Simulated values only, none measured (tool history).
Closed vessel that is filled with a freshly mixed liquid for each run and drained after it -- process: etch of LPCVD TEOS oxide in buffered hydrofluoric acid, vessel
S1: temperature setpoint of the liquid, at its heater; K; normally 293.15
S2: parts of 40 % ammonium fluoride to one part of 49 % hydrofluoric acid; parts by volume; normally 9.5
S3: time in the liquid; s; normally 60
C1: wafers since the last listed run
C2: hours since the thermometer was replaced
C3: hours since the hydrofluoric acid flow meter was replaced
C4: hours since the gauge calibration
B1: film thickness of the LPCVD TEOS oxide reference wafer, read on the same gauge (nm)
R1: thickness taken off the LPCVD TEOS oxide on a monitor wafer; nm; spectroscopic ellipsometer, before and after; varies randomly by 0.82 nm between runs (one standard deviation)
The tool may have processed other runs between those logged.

Run 1, hour 0.0: usual settings but S2 7.5 parts by volume; C1 0; C2 92.6; C3 1081.4; C4 1267.2; B1 49.99. Result: R1 254.72 nm.
Run 2, hour 69.7: usual settings but S2 7.5 parts by volume; C1 10047; C2 162.3; C3 1151.1; C4 1336.9; B1 50.01. Result: R1 255.08 nm.
Run 3, hour 175.9: usual settings but S2 7.5 parts by volume; C1 15308; C2 268.5; C3 1257.3; C4 1443.1; B1 50.00. Result: R1 256.52 nm.
Run 4, hour 212.1: usual settings; C1 5218; C2 304.7; C3 1293.5; C4 1479.3; B1 50.02. Result: R1 199.59 nm.
Run 5, hour 257.4: usual settings; C1 6530; C2 350.0; C3 1338.8; C4 1524.6; B1 49.99. Result: R1 199.06 nm.
Run 6, hour 331.1: usual settings; C1 10624; C2 423.7; C3 1412.5; C4 1598.3; B1 49.99. Result: R1 196.90 nm.
Run 7, hour 393.5: usual settings but S2 12.0 parts by volume; C1 8995; C2 486.1; C3 1474.9; C4 1660.7; B1 50.00. Result: R1 163.18 nm.
Run 8, hour 474.7: usual settings; C1 11705; C2 567.3; C3 1556.1; C4 1741.9; B1 49.99. Result: R1 198.46 nm.
Run 9, hour 545.1: usual settings; C1 10148; C2 637.7; C3 1626.5; C4 1812.3; B1 50.03. Result: R1 198.16 nm.
At hour 567.5: gauge calibrated.
Run 10, hour 595.7: usual settings; C1 7294; C2 688.3; C3 1677.1; C4 28.2; B1 49.99. Result: R1 197.32 nm.
Run 11, hour 689.0: usual settings; C1 13449; C2 781.6; C3 1770.4; C4 121.5; B1 49.99. Result: R1 197.99 nm.
Run 12, hour 758.0: usual settings but S1 290.15 K, S2 7.0 parts by volume; C1 9946; C2 850.6; C3 1839.4; C4 190.5; B1 50.01. Result: R1 227.07 nm.
At hour 771.9: hydrofluoric acid flow meter replaced.
Run 13, hour 846.7: usual settings but S1 290.15 K; C1 12642; C2 939.3; C3 74.8; C4 279.2; B1 49.99. Result: R1 157.38 nm.
Run 14, hour 902.8: usual settings but S1 295.15 K, S2 10.5 parts by volume, S3 35 s; C1 8086; C2 995.4; C3 130.9; C4 335.3; B1 50.00. Result: R1 112.27 nm.
Run 15, hour 1001.2: usual settings but S1 295.65 K; C1 14184; C2 1093.8; C3 229.3; C4 433.7; B1 50.01. Result: R1 215.19 nm.
Run 16, hour 1091.8: usual settings but S1 290.15 K; C1 13060; C2 1184.4; C3 319.9; C4 524.3; B1 49.99. Result: R1 156.82 nm.
At hour 1134.2: thermometer replaced.
Run 17, hour 1154.5: usual settings; C1 8894; C2 20.3; C3 382.6; C4 587.0; B1 49.99. Result: R1 196.09 nm.
Run 18, hour 1225.1: usual settings but S3 40 s; C1 10177; C2 90.9; C3 453.2; C4 657.6; B1 50.01. Result: R1 131.22 nm.
Run 19, hour 1266.9: usual settings but S1 290.15 K, S2 7.5 parts by volume; C1 6025; C2 132.7; C3 495.0; C4 699.4; B1 50.01. Result: R1 210.83 nm.
Run 20, hour 1331.7: usual settings but S1 290.15 K, S2 13.0 parts by volume, S3 30 s; C1 9341; C2 197.5; C3 559.8; C4 764.2; B1 50.00. Result: R1 61.98 nm.
Run 21, hour 1391.9: usual settings but S2 13.0 parts by volume, S3 50 s; C1 8677; C2 257.7; C3 620.0; C4 824.4; B1 50.00. Result: R1 123.10 nm.
Run 22, hour 1437.1: usual settings but S2 8.0 parts by volume; C1 6515; C2 302.9; C3 665.2; C4 869.6; B1 50.01. Result: R1 231.83 nm.
Run 23, hour 1491.7: usual settings but S1 290.15 K, S3 75 s; C1 7870; C2 357.5; C3 719.8; C4 924.2; B1 50.01. Result: R1 205.43 nm.
Run 24, hour 1589.2: usual settings but S1 296.15 K, S2 7.5 parts by volume; C1 14054; C2 455.0; C3 817.3; C4 1021.7; B1 49.99. Result: R1 294.40 nm.
Run 25, hour 1656.2: usual settings but S2 11.5 parts by volume; C1 9658; C2 522.0; C3 884.3; C4 1088.7; B1 49.99. Result: R1 166.78 nm.
Run 26, hour 1751.3: usual settings but S1 297.15 K, S2 8.5 parts by volume, S3 35 s; C1 13708; C2 617.1; C3 979.4; C4 1183.8; B1 50.00. Result: R1 157.30 nm.
Run 27, hour 1834.8: usual settings but S1 295.15 K, S2 12.5 parts by volume, S3 85 s; C1 12036; C2 700.6; C3 1062.9; C4 1267.3; B1 50.01. Result: R1 242.57 nm.

Below are 5 alternative next runs, each starting from the tool's condition after run 27. Predict each:
Run A, hour 1835.5: usual settings; C1 100; C2 701.3; C3 1063.6; C4 1268.0; B1 ?. Result: R1 ?.
Run B, hour 1835.5: usual settings but S1 298.15 K, S2 13.0 parts by volume, S3 45 s; C1 100; C2 701.3; C3 1063.6; C4 1268.0; B1 ?. Result: R1 ?.
Run C, hour 1835.5: usual settings but S1 290.15 K, S2 10.5 parts by volume, S3 50 s; C1 100; C2 701.3; C3 1063.6; C4 1268.0; B1 ?. Result: R1 ?.
Run D, hour 1835.5: usual settings but S1 290.15 K, S2 12.5 parts by volume; C1 100; C2 701.3; C3 1063.6; C4 1268.0; B1 ?. Result: R1 ?.
Run E, hour 1835.5: usual settings but S1 291.65 K, S2 8.5 parts by volume, S3 70 s; C1 100; C2 701.3; C3 1063.6; C4 1268.0; B1 ?. Result: R1 ?.

run     B1      R1
  A  50.02  192.82
  B  50.02  145.11
  C  50.02  127.01
  D  50.02  128.56
  E  50.02  232.14
Had the tool no hidden state, the same runs would have come out as:
run      R1
  A  194.21
  B  143.78
  C  126.10
  D  127.61
  E  229.25
